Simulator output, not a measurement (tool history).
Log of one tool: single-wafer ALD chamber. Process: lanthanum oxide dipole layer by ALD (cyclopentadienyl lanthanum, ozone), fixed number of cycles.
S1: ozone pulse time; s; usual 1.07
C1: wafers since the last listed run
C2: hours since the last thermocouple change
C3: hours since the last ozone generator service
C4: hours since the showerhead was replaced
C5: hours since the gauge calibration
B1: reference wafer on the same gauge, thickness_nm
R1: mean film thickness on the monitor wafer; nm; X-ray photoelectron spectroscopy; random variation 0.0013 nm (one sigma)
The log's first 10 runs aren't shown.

{"run": 11, "day": 5.575, "S1": 0.96, "C1": 218, "C2": 1736.6, "C3": 688.3, "C4": 6400, "C5": 71.4, "B1": 0.601, "R1": 0.47}
{"run": 12, "day": 5.958, "S1": 1.07, "C1": 195, "C2": 1745.8, "C3": 697.5, "C4": 6409.2, "C5": 80.6, "B1": 0.601, "R1": 0.496}
{"run": 13, "day": 6.267, "S1": 1.07, "C1": 157, "C2": 1753.2, "C3": 704.9, "C4": 6416.6, "C5": 88, "B1": 0.601, "R1": 0.495}
{"run": 14, "day": 6.579, "S1": 1.07, "C1": 159, "C2": 1760.7, "C3": 712.4, "C4": 6424.1, "C5": 95.5, "B1": 0.601, "R1": 0.494}
{"run": 15, "day": 7.021, "S1": 1.07, "C1": 225, "C2": 1771.3, "C3": 723, "C4": 6434.7, "C5": 106.1, "B1": 0.601, "R1": 0.494}
{"day": 7.562, "done": "thermocouple changed; heater temperature recalibrated"}
{"run": 16, "day": 7.642, "S1": 0.86, "C1": 146, "C2": 1.9, "C3": 737.9, "C4": 6449.6, "C5": 121, "B1": 0.601, "R1": 0.443}
{"run": 17, "day": 8.167, "S1": 1.07, "C1": 267, "C2": 14.5, "C3": 750.5, "C4": 6462.2, "C5": 133.6, "B1": 0.601, "R1": 0.495}
{"run": 18, "day": 9.821, "S1": 1.48, "C1": 843, "C2": 54.2, "C3": 790.2, "C4": 6501.9, "C5": 173.3, "B1": 0.601, "R1": 0.546}
{"day": 10.667, "done": "showerhead replaced"}
{"run": 19, "day": 11.138, "S1": 0.88, "C1": 501, "C2": 85.8, "C3": 821.8, "C4": 11.3, "C5": 204.9, "B1": 0.601, "R1": 0.445}
{"run": 20, "day": 11.796, "S1": 1.37, "C1": 335, "C2": 101.6, "C3": 837.6, "C4": 27.1, "C5": 220.7, "B1": 0.601, "R1": 0.532}
{"run": 21, "day": 12.458, "S1": 1.07, "C1": 337, "C2": 117.5, "C3": 853.5, "C4": 43, "C5": 236.6, "B1": 0.601, "R1": 0.493}
{"day": 13.321, "done": "ozone generator serviced"}
{"run": 22, "day": 13.342, "S1": 1.07, "C1": 280, "C2": 138.7, "C3": 0.5, "C4": 64.2, "C5": 257.8, "B1": 0.601, "R1": 0.506}

Forecast run 23:
{"run": 23, "day": 13.654, "S1": 0.71, "C1": 159, "C2": 146.2, "C3": 8, "C4": 71.7, "C5": 265.3, "B1": "?", "R1": "?"}

Run 23 gave B1 0.601, R1 0.397 nm.
Without the tool's hidden state the same run would have given R1 0.399 nm.

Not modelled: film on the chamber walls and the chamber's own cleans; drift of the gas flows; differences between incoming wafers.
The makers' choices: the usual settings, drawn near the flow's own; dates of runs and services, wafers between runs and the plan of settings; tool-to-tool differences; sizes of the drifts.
